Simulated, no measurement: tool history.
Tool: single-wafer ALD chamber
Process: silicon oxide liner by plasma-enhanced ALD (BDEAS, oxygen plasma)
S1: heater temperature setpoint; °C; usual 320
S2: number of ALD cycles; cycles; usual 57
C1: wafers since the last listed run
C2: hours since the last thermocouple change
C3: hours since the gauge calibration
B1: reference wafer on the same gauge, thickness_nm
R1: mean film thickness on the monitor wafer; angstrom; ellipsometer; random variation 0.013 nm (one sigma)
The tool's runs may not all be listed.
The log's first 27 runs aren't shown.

| run | hour | S1 | S2 | C1 | C2 | C3 | B1 | R1 |
|---|---|---|---|---|---|---|---|---|
|  | 832.7 | thermocouple changed; heater temperature recalibrated |
| 28 | 844.7 | 320 | 57 | 139 | 12.0 | 351.3 | 5.473 | 51.14 |
| 29 | 873.4 | 325 | 62 | 143 | 40.7 | 380.0 | 5.466 | 55.50 |
| 30 | 891.2 | 320 | 54 | 89 | 58.5 | 397.8 | 5.470 | 48.57 |
| 31 | 925.0 | 320 | 57 | 169 | 92.3 | 431.6 | 5.468 | 51.58 |
| 32 | 952.2 | 305 | 57 | 136 | 119.5 | 458.8 | 5.468 | 52.30 |
| 33 | 969.4 | 312 | 65 | 86 | 136.7 | 476.0 | 5.471 | 59.25 |
| 34 | 981.5 | 320 | 47 | 60 | 148.8 | 488.1 | 5.472 | 42.29 |
| 35 | 996.9 | 309 | 64 | 77 | 164.2 | 503.5 | 5.471 | 58.35 |
| 36 | 1043.6 | 306 | 57 | 234 | 210.9 | 550.2 | 5.470 | 52.31 |
|  | 1057.0 | gauge calibrated |
| 37 | 1062.8 | 327 | 67 | 96 | 230.1 | 5.8 | 5.469 | 59.83 |
| 38 | 1092.9 | 332 | 46 | 150 | 260.2 | 35.9 | 5.476 | 40.66 |
| 39 | 1109.1 | 331 | 46 | 81 | 276.4 | 52.1 | 5.474 | 40.95 |

3 ways to go on from here, each from the tool as it stands after run 39. What would each give?
| A | 1109.6 | 320 | 57 | 2 | 276.9 | 52.6 | ? | ? |
| B | 1109.6 | 315 | 60 | 2 | 276.9 | 52.6 | ? | ? |
| C | 1109.6 | 328 | 64 | 2 | 276.9 | 52.6 | ? | ? |

| run | B1 | R1 |
|---|---|---|
| A | 5.472 | 51.49 |
| B | 5.472 | 54.54 |
| C | 5.472 | 57.23 |
Without the tool's hidden state the same runs would have given:
| run | R1 |
|---|---|
| A | 51.49 |
| B | 54.54 |
| C | 57.23 |
